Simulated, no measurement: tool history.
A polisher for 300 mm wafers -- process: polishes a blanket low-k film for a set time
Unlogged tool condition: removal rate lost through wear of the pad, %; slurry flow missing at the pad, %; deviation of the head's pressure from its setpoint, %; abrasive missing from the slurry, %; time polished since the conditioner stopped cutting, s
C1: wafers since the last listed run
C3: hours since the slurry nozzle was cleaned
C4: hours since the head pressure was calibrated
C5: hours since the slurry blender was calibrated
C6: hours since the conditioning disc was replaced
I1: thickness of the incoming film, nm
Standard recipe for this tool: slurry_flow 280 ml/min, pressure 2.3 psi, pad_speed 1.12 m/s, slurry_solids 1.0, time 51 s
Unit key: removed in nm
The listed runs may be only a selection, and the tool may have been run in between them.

run 1 hour=0.0 | slurry_flow=280 pressure=2.3 pad_speed=1.12 slurry_solids=1.0 time=51 | C1=0 wafers_polished_on_this_pad=1416 C3=42.0 C4=788.4 C5=61.2 C6=215.6 | I1=567.9 | removed=27.4
run 2 hour=57.9 | slurry_flow=280 pressure=2.3 pad_speed=1.12 slurry_solids=1.0 time=51 | C1=865 wafers_polished_on_this_pad=2282 C3=99.9 C4=846.3 C5=119.1 C6=273.5 | I1=574.8 | removed=26.7
-- hour=67.6 conditioning disc replaced and pad reconditioned
-- hour=77.1 worn pad replaced by a new one
run 3 hour=107.1 | slurry_flow=280 pressure=2.3 pad_speed=1.12 slurry_solids=1.0 time=51 | C1=646 wafers_polished_on_this_pad=447 C3=149.1 C4=895.5 C5=168.3 C6=39.5 | I1=566.6 | removed=26.4
-- hour=131.2 slurry blender recalibrated
run 4 hour=167.8 | slurry_flow=280 pressure=2.3 pad_speed=1.12 slurry_solids=1.0 time=51 | C1=877 wafers_polished_on_this_pad=1325 C3=209.8 C4=956.2 C5=36.6 C6=100.2 | I1=563.4 | removed=25.1
run 5 hour=229.6 | slurry_flow=230 pressure=2.3 pad_speed=1.12 slurry_solids=1.0 time=51 | C1=924 wafers_polished_on_this_pad=2250 C3=271.6 C4=1018.0 C5=98.4 C6=162.0 | I1=565.0 | removed=24.4
-- hour=244.9 worn pad replaced by a new one
-- hour=319.8 slurry blender recalibrated, repeated, since the last time left the tool worse
-- hour=329.8 conditioning disc replaced and pad reconditioned
-- hour=399.7 worn pad replaced by a new one
run 6 hour=400.2 | slurry_flow=230 pressure=2.3 pad_speed=1.12 slurry_solids=1.0 time=51 | C1=2372 wafers_polished_on_this_pad=7 C3=442.2 C4=1188.6 C5=80.4 C6=70.4 | I1=566.9 | removed=26.9
-- hour=440.9 slurry nozzle cleaned
run 7 hour=462.6 | slurry_flow=280 pressure=2.3 pad_speed=1.12 slurry_solids=1.0 time=51 | C1=918 wafers_polished_on_this_pad=926 C3=21.7 C4=1251.0 C5=142.8 C6=132.8 | I1=565.2 | removed=26.4
run 8 hour=514.5 | slurry_flow=280 pressure=2.3 pad_speed=1.12 slurry_solids=1.0 time=51 | C1=776 wafers_polished_on_this_pad=1702 C3=73.6 C4=1302.9 C5=194.7 C6=184.7 | I1=568.8 | removed=26.2
-- hour=524.4 slurry blender recalibrated
run 9 hour=541.9 | slurry_flow=245 pressure=2.3 pad_speed=1.12 slurry_solids=1.2 time=51 | C1=379 wafers_polished_on_this_pad=2082 C3=101.0 C4=1330.3 C5=17.5 C6=212.1 | I1=569.3 | removed=28.5

Estimate the outcome of run 10 from the log above:
-- hour=550.1 worn pad replaced by a new one
run 10 hour=574.7 | slurry_flow=280 pressure=1.6 pad_speed=1.12 slurry_solids=1.0 time=51 | C1=430 wafers_polished_on_this_pad=367 C3=133.8 C4=1363.1 C5=50.3 C6=244.9 | I1=570.4 | removed=?

removed: 20.3 nm
Without the tool's hidden state the same run would have given removed 20.6 nm.
